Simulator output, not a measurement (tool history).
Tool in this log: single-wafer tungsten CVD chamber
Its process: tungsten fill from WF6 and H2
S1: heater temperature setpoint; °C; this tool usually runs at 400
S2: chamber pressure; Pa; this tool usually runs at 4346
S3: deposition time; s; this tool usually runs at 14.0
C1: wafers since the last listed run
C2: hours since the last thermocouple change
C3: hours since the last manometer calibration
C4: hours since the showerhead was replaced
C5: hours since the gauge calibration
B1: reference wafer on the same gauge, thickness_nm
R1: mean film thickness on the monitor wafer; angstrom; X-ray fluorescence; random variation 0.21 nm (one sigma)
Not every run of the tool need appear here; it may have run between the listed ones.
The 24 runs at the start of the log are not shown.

run 25 hour=1679.4 | S1=400 S2=3306 S3=14.0 | C1=3041 C2=477.0 C3=89.2 C4=255.5 C5=2215.6 | B1=37.811 | R1=330.34
run 26 hour=1770.7 | S1=410 S2=4706 S3=11.2 | C1=5141 C2=568.3 C3=180.5 C4=346.8 C5=2306.9 | B1=37.768 | R1=426.57
-- hour=1911.7 gauge calibrated
run 27 hour=1985.2 | S1=400 S2=4986 S3=11.8 | C1=12080 C2=782.8 C3=395.0 C4=561.3 C5=73.5 | B1=37.837 | R1=387.53
run 28 hour=2082.9 | S1=400 S2=3413 S3=15.3 | C1=5502 C2=880.5 C3=492.7 C4=659.0 C5=171.2 | B1=37.818 | R1=372.10
run 29 hour=2132.4 | S1=400 S2=4346 S3=14.0 | C1=2787 C2=930.0 C3=542.2 C4=708.5 C5=220.7 | B1=37.784 | R1=415.39
run 30 hour=2229.6 | S1=400 S2=4346 S3=14.0 | C1=5474 C2=1027.2 C3=639.4 C4=805.7 C5=317.9 | B1=37.830 | R1=417.12
run 31 hour=2300.3 | S1=400 S2=4346 S3=14.0 | C1=3981 C2=1097.9 C3=710.1 C4=876.4 C5=388.6 | B1=37.863 | R1=413.11
run 32 hour=2437.0 | S1=400 S2=3520 S3=14.0 | C1=7698 C2=1234.6 C3=846.8 C4=1013.1 C5=525.3 | B1=37.786 | R1=344.28
run 33 hour=2512.8 | S1=400 S2=4346 S3=14.0 | C1=4268 C2=1310.4 C3=922.6 C4=1088.9 C5=601.1 | B1=37.812 | R1=415.32
run 34 hour=2573.7 | S1=386 S2=4893 S3=12.1 | C1=3429 C2=1371.3 C3=983.5 C4=1149.8 C5=662.0 | B1=37.808 | R1=299.72

Alternative continuations, all from the tool just after run 34; predict every row:
run A hour=2574.1 | S1=400 S2=4346 S3=11.3 | C1=22 C2=1371.7 C3=983.9 C4=1150.2 C5=662.4 | B1=? | R1=?
run B hour=2574.1 | S1=412 S2=5333 S3=15.4 | C1=22 C2=1371.7 C3=983.9 C4=1150.2 C5=662.4 | B1=? | R1=?
run C hour=2574.1 | S1=409 S2=4346 S3=14.0 | C1=22 C2=1371.7 C3=983.9 C4=1150.2 C5=662.4 | B1=? | R1=?
run D hour=2574.1 | S1=415 S2=3813 S3=14.0 | C1=22 C2=1371.7 C3=983.9 C4=1150.2 C5=662.4 | B1=? | R1=?

run=A B1=37.736 R1=332.69
run=B B1=37.736 R1=644.77
run=C B1=37.736 R1=481.86
run=D B1=37.736 R1=477.01
What these runs would have given with no unlogged condition in the tool:
run=A R1=338.91
run=B R1=657.01
run=C R1=491.01
run=D R1=486.70
